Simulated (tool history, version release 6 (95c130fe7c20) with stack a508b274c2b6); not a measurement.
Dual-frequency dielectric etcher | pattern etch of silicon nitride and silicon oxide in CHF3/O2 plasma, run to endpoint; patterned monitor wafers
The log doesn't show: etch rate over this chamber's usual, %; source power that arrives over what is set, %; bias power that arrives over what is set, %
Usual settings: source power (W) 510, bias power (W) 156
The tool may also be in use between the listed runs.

run   hour  source power (W)  bias power (W)  wafers since the last listed run  hours since the last wet clean  hours since the last source power generator calibration  hours since the last bias power generator calibration  hours since the last upper electrode change  incoming incoming film thickness, nm  endpoint time (s)
  1      0               510             156                                 0                           276.5                                                   1098.7                                                 2665.2                                       1511.8                                 215.8              181.4
  2   34.3               510             156                               233                           310.8                                                     1133                                                 2699.5                                       1546.1                                 215.7              183.5
  3     95               510             156                               412                           371.5                                                   1193.7                                                 2760.2                                       1606.8                                 217.4              187.9
  4  119.3               510             187                               165                           395.8                                                     1218                                                 2784.5                                       1631.1                                 218.2              172.9
  5  183.9               510             187                               439                           460.4                                                   1282.6                                                 2849.1                                       1695.7                                 217.1              170.5
  6  216.3               510             147                               220                           492.8                                                     1315                                                 2881.5                                       1728.1                                 218.1              193.8
  7  262.7               510             147                               315                           539.2                                                   1361.4                                                 2927.9                                       1774.5                                 216.9              192.8
     310.6  -- bias power generator calibrated
  8  317.5               510             147                               345                             594                                                   1416.2                                                    6.9                                       1829.3                                 215.4              191.9
  9  357.1               510             156                               269                           633.6                                                   1455.8                                                   46.5                                       1868.9                                 218.6              190.8
     393.8  -- wet clean of the chamber
 10  398.1               510             147                               115                             4.3                                                   1496.8                                                   87.5                                       1909.9                                 219.1              187.4
 11  452.1               510             187                               367                            58.3                                                   1550.8                                                  141.5                                       1963.9                                 220.6              172.5
     473.8  -- source power generator calibrated
 12  503.8               510             178                               324                             110                                                       30                                                  193.2                                       2015.6                                 219.5              177.1
 13  542.3               380             185                               261                           148.5                                                     68.5                                                  231.7                                       2054.1                                 218.7              192.1
     592.3  -- upper electrode replaced
 14  592.8               590             178                               180                             199                                                      119                                                  282.2                                          0.5                                 218.7              166.5
 15  620.3               640             171                               186                           226.5                                                    146.5                                                  309.7                                           28                                   216              162.9
 16  672.6               510             168                               355                           278.8                                                    198.8                                                    362                                         80.3                                 218.7              180.9
 17  737.9               420             119                               443                           344.1                                                    264.1                                                  427.3                                        145.6                                 218.1              224.8
 18  781.6               390             156                               297                           387.8                                                    307.8                                                    471                                        189.3                                 217.8                210

Forecast each of these 4 alternatives for the next run:
  A  782.1               510             130                                 3                           388.3                                                    308.3                                                  471.5                                        189.8                                 216.8                  ?
  B  782.1               630             170                                 3                           388.3                                                    308.3                                                  471.5                                        189.8                                 216.8                  ?
  C  782.1               510             140                                 3                           388.3                                                    308.3                                                  471.5                                        189.8                                 216.8                  ?
  D  782.1               470             174                                 3                           388.3                                                    308.3                                                  471.5                                        189.8                                 216.8                  ?

run  endpoint time (s)
  A              201.6
  B              167.2
  C              195.8
  D              185.2
Without the tool's hidden state the same runs would have given:
run  endpoint time (s)
  A              193.5
  B              160.5
  C              187.9
  D              177.8
